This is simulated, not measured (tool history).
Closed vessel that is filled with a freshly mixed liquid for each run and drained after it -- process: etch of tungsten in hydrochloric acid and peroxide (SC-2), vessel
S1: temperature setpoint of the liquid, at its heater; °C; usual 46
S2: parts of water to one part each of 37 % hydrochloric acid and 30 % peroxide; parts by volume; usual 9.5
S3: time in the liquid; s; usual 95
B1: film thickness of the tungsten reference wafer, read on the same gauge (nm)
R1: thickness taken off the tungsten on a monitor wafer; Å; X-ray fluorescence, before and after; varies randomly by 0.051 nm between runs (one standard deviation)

| run | day | S1 | S2 | S3 | B1 | R1 |
|---|---|---|---|---|---|---|
| 1 | 0 | 46 | 9.5 | 95 | 120.02 | 77.5 |
| 2 | 2.912 | 46 | 9.5 | 95 | 120.02 | 76.4 |
| 3 | 4.558 | 46 | 9.5 | 95 | 120 | 76.4 |
| 4 | 8.3 | 52 | 9.5 | 95 | 120 | 112.6 |
| 5 | 11.933 | 52 | 9.5 | 95 | 120 | 111.6 |
| 6 | 15.954 | 52 | 9.5 | 95 | 120.02 | 110.4 |
| 7 | 20.033 | 46 | 9.5 | 95 | 120 | 72.5 |
| 8 | 24.254 | 46 | 9.5 | 95 | 120.02 | 71.5 |
|  | 24.542 | new drum of peroxide connected |
| 9 | 26.617 | 51.5 | 11 | 95 | 120 | 96.5 |
| 10 | 30.075 | 51.5 | 11 | 95 | 120.01 | 95.8 |
|  | 30.821 | thermometer replaced |
| 11 | 34.133 | 51.5 | 11 | 95 | 120.01 | 102.8 |
| 12 | 36.45 | 46 | 9.5 | 95 | 120.02 | 80.5 |
| 13 | 39.354 | 46 | 9.5 | 95 | 120 | 80.1 |
| 14 | 42.317 | 51 | 9.5 | 95 | 120.01 | 112.2 |
| 15 | 44.658 | 53.5 | 9.5 | 135 | 120.01 | 185.2 |
|  | 44.888 | gauge calibrated |
| 16 | 49.038 | 46 | 9.5 | 95 | 120 | 78.1 |
|  | 51.958 | chemicals flow meter replaced |
| 17 | 52.262 | 46 | 7 | 50 | 119.99 | 52.2 |
| 18 | 53.9 | 46 | 9.5 | 95 | 120.01 | 76.3 |
| 19 | 56.6 | 46 | 9.5 | 65 | 120 | 51.9 |
|  | 57.812 | new drum of peroxide connected |
| 20 | 59.325 | 46 | 6 | 40 | 120 | 49.2 |
| 21 | 63 | 40 | 6 | 95 | 119.98 | 75.2 |
| 22 | 64.717 | 37 | 12.5 | 95 | 120 | 33.5 |
| 23 | 66.588 | 39.5 | 13 | 50 | 120.01 | 20.1 |
| 24 | 69.046 | 46 | 9.5 | 95 | 120.02 | 78.1 |
| 25 | 71.9 | 52 | 9.5 | 115 | 119.99 | 141.6 |
| 26 | 75.229 | 46 | 9.5 | 95 | 120.01 | 76.9 |

Alternative continuations, all from the tool just after run 26; predict every row:
| A | 75.258 | 46 | 9.5 | 95 | ? | ? |
| B | 75.258 | 46 | 5.5 | 95 | ? | ? |
| C | 75.258 | 49.5 | 9.5 | 95 | ? | ? |

| run | B1 | R1 |
|---|---|---|
| A | 120 | 76.1 |
| B | 120 | 117.1 |
| C | 120 | 96.6 |
Without the tool's unlogged condition, the same runs would have read:
| run | R1 |
|---|---|
| A | 83.5 |
| B | 128.1 |
| C | 105.9 |
